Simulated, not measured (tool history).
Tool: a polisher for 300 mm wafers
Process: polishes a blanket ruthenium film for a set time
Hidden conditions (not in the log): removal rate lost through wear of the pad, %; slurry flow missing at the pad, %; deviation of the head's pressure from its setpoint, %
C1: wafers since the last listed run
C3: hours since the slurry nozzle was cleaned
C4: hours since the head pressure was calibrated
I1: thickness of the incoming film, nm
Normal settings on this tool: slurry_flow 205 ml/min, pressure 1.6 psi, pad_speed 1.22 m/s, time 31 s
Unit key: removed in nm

{"run": 1, "hour": 0.0, "slurry_flow": 205, "pressure": 1.3, "pad_speed": 1.22, "time": 31, "C1": 0, "wafers polished on this pad": 6160, "C3": 418.2, "C4": 171.1, "I1": 390.9, "removed": 23.6}
{"run": 2, "hour": 52.7, "slurry_flow": 205, "pressure": 1.8, "pad_speed": 1.22, "time": 34, "C1": 725, "wafers polished on this pad": 6886, "C3": 470.9, "C4": 223.8, "I1": 387.6, "removed": 35.6}
{"run": 3, "hour": 158.3, "slurry_flow": 205, "pressure": 1.8, "pad_speed": 1.22, "time": 34, "C1": 1454, "wafers polished on this pad": 8340, "C3": 576.5, "C4": 329.4, "I1": 390.0, "removed": 35.3}
{"run": 4, "hour": 204.6, "slurry_flow": 205, "pressure": 1.6, "pad_speed": 1.22, "time": 22, "C1": 637, "wafers polished on this pad": 8978, "C3": 622.8, "C4": 375.7, "I1": 395.8, "removed": 20.0}
{"hour": 237.1, "done": "worn pad replaced by a new one"}
{"run": 5, "hour": 275.1, "slurry_flow": 205, "pressure": 1.6, "pad_speed": 1.22, "time": 22, "C1": 916, "wafers polished on this pad": 523, "C3": 693.3, "C4": 446.2, "I1": 391.1, "removed": 21.3}
{"hour": 338.6, "done": "slurry nozzle cleaned"}
{"run": 6, "hour": 371.9, "slurry_flow": 205, "pressure": 1.6, "pad_speed": 1.22, "time": 22, "C1": 1319, "wafers polished on this pad": 1843, "C3": 33.3, "C4": 543.0, "I1": 389.5, "removed": 20.7}
{"hour": 423.5, "done": "head pressure recalibrated"}
{"run": 7, "hour": 458.3, "slurry_flow": 205, "pressure": 1.6, "pad_speed": 1.52, "time": 31, "C1": 1162, "wafers polished on this pad": 3006, "C3": 119.7, "C4": 34.8, "I1": 391.9, "removed": 35.4}
{"run": 8, "hour": 536.1, "slurry_flow": 205, "pressure": 1.6, "pad_speed": 1.52, "time": 31, "C1": 1071, "wafers polished on this pad": 4078, "C3": 197.5, "C4": 112.6, "I1": 383.8, "removed": 35.1}
{"run": 9, "hour": 594.0, "slurry_flow": 205, "pressure": 1.6, "pad_speed": 1.52, "time": 31, "C1": 797, "wafers polished on this pad": 4875, "C3": 255.4, "C4": 170.5, "I1": 381.9, "removed": 35.0}
{"run": 10, "hour": 643.0, "slurry_flow": 205, "pressure": 1.6, "pad_speed": 0.94, "time": 31, "C1": 675, "wafers polished on this pad": 5550, "C3": 304.4, "C4": 219.5, "I1": 390.3, "removed": 24.0}
{"run": 11, "hour": 706.0, "slurry_flow": 205, "pressure": 1.6, "pad_speed": 0.94, "time": 31, "C1": 867, "wafers polished on this pad": 6418, "C3": 367.4, "C4": 282.5, "I1": 382.9, "removed": 23.7}
{"run": 12, "hour": 752.0, "slurry_flow": 205, "pressure": 1.6, "pad_speed": 1.22, "time": 31, "C1": 633, "wafers polished on this pad": 7052, "C3": 413.4, "C4": 328.5, "I1": 396.9, "removed": 29.2}
{"run": 13, "hour": 801.3, "slurry_flow": 205, "pressure": 1.6, "pad_speed": 1.22, "time": 31, "C1": 679, "wafers polished on this pad": 7731, "C3": 462.7, "C4": 377.8, "I1": 388.2, "removed": 29.3}
{"hour": 820.5, "done": "worn pad replaced by a new one"}
{"run": 14, "hour": 860.0, "slurry_flow": 205, "pressure": 1.6, "pad_speed": 1.22, "time": 31, "C1": 753, "wafers polished on this pad": 544, "C3": 521.4, "C4": 436.5, "I1": 385.5, "removed": 29.2}
{"run": 15, "hour": 919.4, "slurry_flow": 205, "pressure": 1.6, "pad_speed": 1.52, "time": 31, "C1": 818, "wafers polished on this pad": 1362, "C3": 580.8, "C4": 495.9, "I1": 391.0, "removed": 34.8}
{"run": 16, "hour": 985.1, "slurry_flow": 205, "pressure": 1.6, "pad_speed": 1.22, "time": 31, "C1": 905, "wafers polished on this pad": 2268, "C3": 646.5, "C4": 561.6, "I1": 390.2, "removed": 29.3}
{"run": 17, "hour": 1052.6, "slurry_flow": 260, "pressure": 2.2, "pad_speed": 1.22, "time": 31, "C1": 929, "wafers polished on this pad": 3197, "C3": 714.0, "C4": 629.1, "I1": 387.4, "removed": 41.5}
{"run": 18, "hour": 1136.8, "slurry_flow": 205, "pressure": 1.6, "pad_speed": 1.22, "time": 31, "C1": 1159, "wafers polished on this pad": 4357, "C3": 798.2, "C4": 713.3, "I1": 395.4, "removed": 29.3}
{"hour": 1179.2, "done": "head pressure recalibrated"}
{"run": 19, "hour": 1184.6, "slurry_flow": 205, "pressure": 1.6, "pad_speed": 1.22, "time": 25, "C1": 630, "wafers polished on this pad": 4988, "C3": 846.0, "C4": 5.4, "I1": 393.8, "removed": 23.7}
{"hour": 1196.8, "done": "slurry nozzle cleaned"}
{"run": 20, "hour": 1278.2, "slurry_flow": 205, "pressure": 2.1, "pad_speed": 0.82, "time": 21, "C1": 1275, "wafers polished on this pad": 6264, "C3": 81.4, "C4": 99.0, "I1": 386.3, "removed": 19.4}
{"run": 21, "hour": 1333.0, "slurry_flow": 205, "pressure": 1.6, "pad_speed": 1.22, "time": 31, "C1": 754, "wafers polished on this pad": 7019, "C3": 136.2, "C4": 153.8, "I1": 394.2, "removed": 29.5}
{"hour": 1407.6, "done": "worn pad replaced by a new one"}
{"run": 22, "hour": 1408.1, "slurry_flow": 205, "pressure": 1.0, "pad_speed": 1.6, "time": 31, "C1": 979, "wafers polished on this pad": 6, "C3": 211.3, "C4": 228.9, "I1": 384.6, "removed": 23.0}
{"run": 23, "hour": 1500.0, "slurry_flow": 205, "pressure": 1.4, "pad_speed": 1.22, "time": 20, "C1": 1265, "wafers polished on this pad": 1272, "C3": 303.2, "C4": 320.8, "I1": 389.4, "removed": 16.9}
{"run": 24, "hour": 1578.3, "slurry_flow": 205, "pressure": 1.3, "pad_speed": 1.62, "time": 24, "C1": 1078, "wafers polished on this pad": 2351, "C3": 381.5, "C4": 399.1, "I1": 385.1, "removed": 23.3}
{"run": 25, "hour": 1682.6, "slurry_flow": 205, "pressure": 1.6, "pad_speed": 1.22, "time": 31, "C1": 1436, "wafers polished on this pad": 3788, "C3": 485.8, "C4": 503.4, "I1": 389.1, "removed": 29.2}
{"run": 26, "hour": 1762.5, "slurry_flow": 205, "pressure": 1.6, "pad_speed": 1.22, "time": 21, "C1": 1100, "wafers polished on this pad": 4888, "C3": 565.7, "C4": 583.3, "I1": 387.7, "removed": 19.8}
{"run": 27, "hour": 1809.0, "slurry_flow": 205, "pressure": 2.0, "pad_speed": 1.1, "time": 22, "C1": 640, "wafers polished on this pad": 5529, "C3": 612.2, "C4": 629.8, "I1": 385.8, "removed": 23.7}
{"hour": 1866.8, "done": "head pressure recalibrated"}
{"hour": 1885.1, "done": "slurry nozzle cleaned"}
{"run": 28, "hour": 1897.5, "slurry_flow": 205, "pressure": 1.6, "pad_speed": 1.08, "time": 22, "C1": 1177, "wafers polished on this pad": 6707, "C3": 12.4, "C4": 30.7, "I1": 388.7, "removed": 18.7}
{"run": 29, "hour": 1953.4, "slurry_flow": 205, "pressure": 1.6, "pad_speed": 1.22, "time": 28, "C1": 770, "wafers polished on this pad": 7477, "C3": 68.3, "C4": 86.6, "I1": 383.6, "removed": 26.1}
{"run": 30, "hour": 2049.2, "slurry_flow": 205, "pressure": 1.6, "pad_speed": 1.22, "time": 27, "C1": 1319, "wafers polished on this pad": 8797, "C3": 164.1, "C4": 182.4, "I1": 389.2, "removed": 25.2}
{"run": 31, "hour": 2115.2, "slurry_flow": 205, "pressure": 1.6, "pad_speed": 1.22, "time": 31, "C1": 909, "wafers polished on this pad": 9706, "C3": 230.1, "C4": 248.4, "I1": 392.1, "removed": 28.5}
{"hour": 2141.2, "done": "worn pad replaced by a new one"}
{"run": 32, "hour": 2200.5, "slurry_flow": 205, "pressure": 1.2, "pad_speed": 1.22, "time": 26, "C1": 1119, "wafers polished on this pad": 816, "C3": 315.4, "C4": 333.7, "I1": 390.3, "removed": 18.6}
{"run": 33, "hour": 2240.2, "slurry_flow": 205, "pressure": 1.6, "pad_speed": 1.22, "time": 31, "C1": 546, "wafers polished on this pad": 1363, "C3": 355.1, "C4": 373.4, "I1": 397.5, "removed": 29.0}
{"run": 34, "hour": 2300.4, "slurry_flow": 160, "pressure": 1.3, "pad_speed": 1.0, "time": 23, "C1": 829, "wafers polished on this pad": 2192, "C3": 415.3, "C4": 433.6, "I1": 387.6, "removed": 15.2}
{"run": 35, "hour": 2376.2, "slurry_flow": 145, "pressure": 1.8, "pad_speed": 0.9, "time": 37, "C1": 1044, "wafers polished on this pad": 3237, "C3": 491.1, "C4": 509.4, "I1": 394.7, "removed": 30.4}
{"run": 36, "hour": 2453.0, "slurry_flow": 205, "pressure": 1.6, "pad_speed": 1.02, "time": 41, "C1": 1057, "wafers polished on this pad": 4295, "C3": 567.9, "C4": 586.2, "I1": 392.1, "removed": 33.8}
{"run": 37, "hour": 2498.6, "slurry_flow": 205, "pressure": 1.1, "pad_speed": 1.08, "time": 35, "C1": 628, "wafers polished on this pad": 4923, "C3": 613.5, "C4": 631.8, "I1": 395.1, "removed": 20.8}

Alternative continuations, all from the tool just after run 37; predict every row:
{"run": "A", "hour": 2499.0, "slurry_flow": 205, "pressure": 1.6, "pad_speed": 1.1, "time": 31, "C1": 5, "wafers polished on this pad": 4928, "C3": 613.9, "C4": 632.2, "I1": 393.0, "removed": "?"}
{"run": "B", "hour": 2499.0, "slurry_flow": 205, "pressure": 1.6, "pad_speed": 1.44, "time": 31, "C1": 5, "wafers polished on this pad": 4928, "C3": 613.9, "C4": 632.2, "I1": 393.0, "removed": "?"}
{"run": "C", "hour": 2499.0, "slurry_flow": 265, "pressure": 1.8, "pad_speed": 1.22, "time": 31, "C1": 5, "wafers polished on this pad": 4928, "C3": 613.9, "C4": 632.2, "I1": 393.0, "removed": "?"}
{"run": "D", "hour": 2499.0, "slurry_flow": 275, "pressure": 1.2, "pad_speed": 1.22, "time": 39, "C1": 5, "wafers polished on this pad": 4928, "C3": 613.9, "C4": 632.2, "I1": 393.0, "removed": "?"}

run=A removed=27.1
run=B removed=33.4
run=C removed=33.7
run=D removed=28.4
The same runs, with their run-to-run variation unchanged, on a tool lacking any hidden condition would have given:
run=A removed=27.6
run=B removed=33.9
run=C removed=34.3
run=D removed=28.8

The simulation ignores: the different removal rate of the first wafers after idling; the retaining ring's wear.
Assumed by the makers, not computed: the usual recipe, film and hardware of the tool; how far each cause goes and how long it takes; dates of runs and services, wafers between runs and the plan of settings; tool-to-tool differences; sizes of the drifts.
